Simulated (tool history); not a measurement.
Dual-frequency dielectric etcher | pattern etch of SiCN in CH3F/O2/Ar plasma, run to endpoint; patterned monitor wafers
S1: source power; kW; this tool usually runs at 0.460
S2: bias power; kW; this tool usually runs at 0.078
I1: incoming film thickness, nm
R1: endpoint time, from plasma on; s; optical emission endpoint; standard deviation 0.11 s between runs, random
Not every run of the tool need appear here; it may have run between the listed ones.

| run | day | S1 | S2 | I1 | R1 |
|---|---|---|---|---|---|
| 1 | 0.000 | 0.510 | 0.078 | 9.12 | 21.3 |
| 2 | 2.467 | 0.510 | 0.078 | 9.18 | 21.1 |
| 3 | 3.867 | 0.460 | 0.091 | 9.26 | 20.5 |
| 4 | 6.812 | 0.460 | 0.091 | 9.18 | 20.0 |
| 5 | 9.662 | 0.460 | 0.078 | 9.26 | 21.9 |
| 6 | 11.350 | 0.460 | 0.078 | 9.19 | 21.7 |
| 7 | 12.350 | 0.460 | 0.078 | 9.24 | 21.9 |
|  | 14.592 | upper electrode replaced |
| 8 | 14.612 | 0.550 | 0.078 | 9.25 | 20.3 |
|  | 15.671 | wet clean of the chamber |
| 9 | 16.133 | 0.550 | 0.078 | 9.12 | 20.5 |
| 10 | 18.829 | 0.510 | 0.084 | 9.07 | 20.2 |
|  | 20.212 | source power generator calibrated |
| 11 | 21.071 | 0.460 | 0.078 | 9.26 | 22.4 |
| 12 | 23.371 | 0.460 | 0.089 | 9.09 | 20.3 |
| 13 | 26.321 | 0.510 | 0.094 | 9.17 | 18.9 |
| 14 | 28.175 | 0.560 | 0.084 | 9.27 | 19.5 |
| 15 | 29.592 | 0.360 | 0.078 | 9.17 | 24.2 |
| 16 | 30.762 | 0.360 | 0.078 | 9.19 | 24.3 |
|  | 32.088 | bias power generator calibrated |
|  | 33.354 | wet clean of the chamber |
| 17 | 33.462 | 0.460 | 0.078 | 9.18 | 22.3 |
| 18 | 35.825 | 0.510 | 0.078 | 9.19 | 21.2 |
| 19 | 37.862 | 0.430 | 0.086 | 9.27 | 21.7 |

Run 20 comes next. What will it give?
| 20 | 40.438 | 0.530 | 0.070 | 9.07 | ? |

For run 20 the tool returned R1 21.6 s.
With the hidden condition absent and the run-to-run variation left alone, this run would have shown R1 21.9 s.
